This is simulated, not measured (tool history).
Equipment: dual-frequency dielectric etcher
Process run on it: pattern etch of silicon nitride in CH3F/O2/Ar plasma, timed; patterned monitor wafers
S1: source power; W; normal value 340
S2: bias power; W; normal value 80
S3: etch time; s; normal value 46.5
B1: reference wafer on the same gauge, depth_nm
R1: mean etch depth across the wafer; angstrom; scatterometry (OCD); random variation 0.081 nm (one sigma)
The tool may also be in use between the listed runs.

Run 1, hour 0.0: usual settings; B1 30.62. Result: R1 289.8 angstrom.
Run 2, hour 0.3: usual settings; B1 30.59. Result: R1 289.9 angstrom.
Run 3, hour 7.9: usual settings; B1 30.62. Result: R1 289.7 angstrom.
Run 4, hour 24.3: usual settings; B1 30.62. Result: R1 289.2 angstrom.
Run 5, hour 33.9: usual settings; B1 30.61. Result: R1 290.2 angstrom.
Run 6, hour 47.5: usual settings; B1 30.59. Result: R1 288.9 angstrom.
Run 7, hour 55.6: usual settings; B1 30.59. Result: R1 288.1 angstrom.
Run 8, hour 64.7: usual settings but S1 320 W, S2 86 W, S3 41.5 s; B1 30.57. Result: R1 258.8 angstrom.
Run 9, hour 95.3: usual settings but S3 54.5 s; B1 30.60. Result: R1 347.2 angstrom.
Run 10, hour 95.7: usual settings but S2 95 W; B1 30.60. Result: R1 321.0 angstrom.
Run 11, hour 98.9: usual settings but S2 66 W, S3 35.0 s; B1 30.58. Result: R1 205.1 angstrom.
Run 12, hour 110.8: usual settings; B1 30.58. Result: R1 296.0 angstrom.
Run 13, hour 117.0: usual settings but S1 410 W, S2 71 W, S3 50.5 s; B1 30.61. Result: R1 332.6 angstrom.
Run 14, hour 156.9: usual settings; B1 30.60. Result: R1 297.5 angstrom.
Run 15, hour 169.3: usual settings but S1 410 W, S2 91 W, S3 37.5 s; B1 30.62. Result: R1 275.8 angstrom.
Run 16, hour 187.2: usual settings but S1 290 W, S3 60.5 s; B1 30.63. Result: R1 358.4 angstrom.
Run 17, hour 202.0: usual settings but S1 410 W, S3 40.0 s; B1 30.60. Result: R1 277.4 angstrom.
Run 18, hour 236.5: usual settings but S2 61 W, S3 34.0 s; B1 30.63. Result: R1 192.5 angstrom.
Run 19, hour 254.1: usual settings but S1 380 W, S2 97 W, S3 38.0 s; B1 30.64. Result: R1 279.1 angstrom.
Run 20, hour 266.7: usual settings; B1 30.57. Result: R1 296.7 angstrom.
Run 21, hour 274.1: usual settings but S1 410 W, S2 91 W, S3 37.5 s; B1 30.61. Result: R1 277.2 angstrom.
Run 22, hour 281.3: usual settings but S1 420 W, S2 88 W, S3 37.0 s; B1 30.58. Result: R1 271.3 angstrom.
Run 23, hour 288.6: usual settings; B1 30.60. Result: R1 297.7 angstrom.
Run 24, hour 304.8: usual settings; B1 30.65. Result: R1 296.4 angstrom.
Run 25, hour 318.7: usual settings but S1 370 W, S3 34.0 s; B1 30.57. Result: R1 226.2 angstrom.
Run 26, hour 333.6: usual settings but S2 64 W; B1 30.56. Result: R1 269.8 angstrom.
Run 27, hour 349.7: usual settings but S1 290 W, S2 66 W, S3 53.5 s; B1 30.58. Result: R1 290.5 angstrom.
Run 28, hour 367.2: usual settings but S1 380 W, S3 35.0 s; B1 30.63. Result: R1 237.0 angstrom.
Run 29, hour 376.4: usual settings but S1 320 W, S2 89 W, S3 51.5 s; B1 30.61. Result: R1 335.7 angstrom.
Run 30, hour 391.4: usual settings; B1 30.59. Result: R1 296.7 angstrom.
Run 31, hour 397.6: usual settings; B1 30.59. Result: R1 297.4 angstrom.

Not shown here: 4 entries made in the log between runs. Locate each between two listed runs and compare the hidden state at the listed run before it with the hidden state at the listed run after it:
Logged between run 8 and run 9: wet clean of the chamber, repeated, since the last time left the tool worse (hour 93.9); upper electrode replaced (hour 94.8)
  etch rate over this chamber's usual, %: -2.15 -> 0.205
  what was measured, less what the result would be without the hidden state, R1: -5.7 -> +0.8 angstrom
Logged between run 11 and run 12: bias power generator calibrated (hour 107.8)
  etch rate over this chamber's usual, %: 0.213 -> 0.239
  what was measured, less what the result would be without the hidden state, R1: +0.5 -> +0.7 angstrom
Logged between run 13 and run 14: source power generator calibrated (hour 138.6)
  etch rate over this chamber's usual, %: 0.253 -> 0.341
  what was measured, less what the result would be without the hidden state, R1: +0.8 -> +1.0 angstrom
